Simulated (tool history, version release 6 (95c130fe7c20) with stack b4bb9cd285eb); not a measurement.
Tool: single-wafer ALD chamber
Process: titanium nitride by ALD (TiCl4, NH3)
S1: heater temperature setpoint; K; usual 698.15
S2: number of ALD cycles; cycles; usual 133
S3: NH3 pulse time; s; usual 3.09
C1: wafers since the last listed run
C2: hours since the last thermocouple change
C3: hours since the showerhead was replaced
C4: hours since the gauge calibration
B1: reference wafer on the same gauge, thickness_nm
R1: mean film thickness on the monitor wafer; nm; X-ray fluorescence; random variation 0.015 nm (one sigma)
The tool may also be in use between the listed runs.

run	day	S1	S2	S3	C1	C2	C3	C4	B1	R1
1	0.000	698.15	114	3.09	0	791.3	5846.2	797.9	2.716	2.663
2	3.379	698.15	114	3.09	192	872.4	5927.3	879.0	2.716	2.674
3	5.475	698.15	133	3.09	119	922.7	5977.6	929.3	2.721	3.112
4	8.308	698.15	133	3.09	161	990.7	6045.6	997.3	2.719	3.111
5	11.929	698.15	140	3.09	206	1077.6	6132.5	1084.2	2.722	3.302
6	13.846	698.15	140	3.09	109	1123.6	6178.5	1130.2	2.723	3.265
7	17.092	698.15	133	3.09	184	1201.5	6256.4	1208.1	2.726	3.139
8	21.329	698.15	133	3.09	241	1303.2	6358.1	1309.8	2.729	3.089
9	24.717	698.15	133	2.82	193	1384.5	6439.4	1391.1	2.729	3.127
10	28.221	698.15	133	2.82	199	1468.6	6523.5	1475.2	2.728	3.114
11	32.688	698.15	133	3.71	254	1575.8	6630.7	1582.4	2.735	3.133
12	36.842	698.15	133	3.09	236	1675.5	6730.4	1682.1	2.736	3.157
13	41.004	698.15	133	3.09	237	1775.4	6830.3	1782.0	2.738	3.145
14	45.029	698.15	133	3.09	229	1872.0	6926.9	1878.6	2.740	3.140
# day 53.679: thermocouple changed; heater temperature recalibrated
15	57.183	698.15	133	3.09	673	84.1	7218.6	2170.3	2.749	3.145
16	60.775	698.15	133	2.34	204	170.3	7304.8	2256.5	2.755	3.155
17	65.154	694.15	123	4.23	249	275.4	7409.9	2361.6	2.756	2.921
18	69.167	698.15	119	3.09	228	371.7	7506.2	2457.9	2.758	2.833
19	72.612	698.15	112	2.37	196	454.4	7588.9	2540.6	2.764	2.661
20	75.162	698.15	133	2.21	145	515.6	7650.1	2601.8	2.770	3.159
21	78.021	698.15	133	3.09	162	584.2	7718.7	2670.4	2.772	3.177
22	81.167	713.15	133	3.45	179	659.7	7794.2	2745.9	2.776	3.154
# day 84.712: showerhead replaced
23	84.733	698.15	133	2.28	184	745.3	0.5	2831.5	2.781	3.137
24	87.067	698.15	133	3.09	132	801.3	56.5	2887.5	2.778	3.177
25	93.854	698.15	133	2.01	386	964.2	219.4	3050.4	2.788	3.128
26	96.050	702.15	133	4.27	125	1016.9	272.1	3103.1	2.787	3.236
27	100.375	690.15	115	2.16	246	1120.7	375.9	3206.9	2.795	2.729
28	103.525	688.15	120	2.46	179	1196.3	451.5	3282.5	2.795	2.861
# day 106.362: gauge calibrated
29	107.679	703.15	133	3.09	236	1296.0	551.2	31.6	2.725	3.140
30	110.504	704.15	147	2.07	160	1363.8	619.0	99.4	2.727	3.413
31	114.371	698.15	133	3.09	220	1456.6	711.8	192.2	2.731	3.133
32	118.846	703.15	120	2.10	254	1564.0	819.2	299.6	2.731	2.781
33	121.633	691.15	140	3.09	158	1630.9	886.1	366.5	2.728	3.265
34	123.679	710.15	133	3.09	116	1680.0	935.2	415.6	2.727	3.119
# day 126.325: thermocouple changed; heater temperature recalibrated
35	128.146	710.15	153	3.09	235	43.7	1042.4	522.8	2.734	3.561
36	130.975	698.15	133	3.09	161	111.6	1110.3	590.7	2.734	3.120
37	134.200	698.15	133	2.54	183	189.0	1187.7	668.1	2.730	3.094
38	136.996	694.15	133	4.20	159	256.1	1254.8	735.2	2.735	3.146
39	141.688	704.15	147	2.07	267	368.7	1367.4	847.8	2.731	3.429

Measured less the same run without the tool's hidden state. The same run-to-run variation is in both; the gauge's scatter may not be:
The hidden state here: wafer temperature above the value expected at the setpoint (K); gauge reads high (%).
run	R1
1	-0.012
2	-0.011
3	-0.012
4	-0.011
5	-0.010
6	-0.010
7	-0.007
8	-0.004
9	-0.003
10	-0.001
11	+0.002
12	+0.006
13	+0.008
14	+0.011
15	+0.023
16	+0.026
17	+0.028
18	+0.031
19	+0.033
20	+0.041
21	+0.045
22	+0.048
23	+0.052
24	+0.055
25	+0.064
26	+0.068
27	+0.063
28	+0.070
29	-0.002
30	-0.002
31	-0.001
32	-0.001
33	-0.001
34	+0.000
35	+0.001
36	+0.002
37	+0.002
38	+0.003
39	+0.006

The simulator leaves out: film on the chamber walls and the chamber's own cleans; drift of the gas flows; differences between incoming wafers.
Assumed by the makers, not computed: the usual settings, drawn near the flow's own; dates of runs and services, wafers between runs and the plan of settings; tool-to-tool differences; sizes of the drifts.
